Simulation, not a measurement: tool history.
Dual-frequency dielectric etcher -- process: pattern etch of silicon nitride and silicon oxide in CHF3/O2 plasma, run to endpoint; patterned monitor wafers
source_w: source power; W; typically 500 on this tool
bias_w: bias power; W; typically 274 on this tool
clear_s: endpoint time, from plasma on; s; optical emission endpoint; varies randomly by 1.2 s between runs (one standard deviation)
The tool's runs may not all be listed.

run	hour	source_w	bias_w	incoming incoming film thickness, nm	clear_s
1	0	500	304	235.1	142
2	25.5	500	304	235.7	141.6
3	55.2	500	227	236.7	153.9
4	81	500	274	235.5	149.8
5	101.6	500	274	238.2	151.8
6	126.7	450	323	233.4	145.5
7	141	450	323	239.1	149.5
# hour 161.4: bias power generator calibrated
8	174	450	323	237.7	150.4
9	187.8	460	274	235.6	153.9
# hour 197.7: source power generator calibrated
# hour 219.8: upper electrode replaced, of another model than before
# hour 234.3: wet clean of the chamber
10	234.8	500	274	236	143.3
11	239	400	296	234.4	156.2
12	271.3	450	323	237.7	151.2
13	286.4	500	274	237.4	145.1
14	309	550	236	237.1	145.5
15	323.5	400	216	236.3	167.6
16	342.9	400	274	237.6	160.9

Each row is a separate what-if for the run after 16, all from the same tool condition, not one after another. Results?
A	343.4	590	274	234.2	?
B	343.4	430	317	234.2	?
C	343.4	570	274	234.2	?

run	clear_s
A	138.7
B	154.5
C	140.7
Stripped of hidden state, with their random variation kept, the same runs would have yielded:
run	clear_s
A	136.4
B	151.9
C	138.3
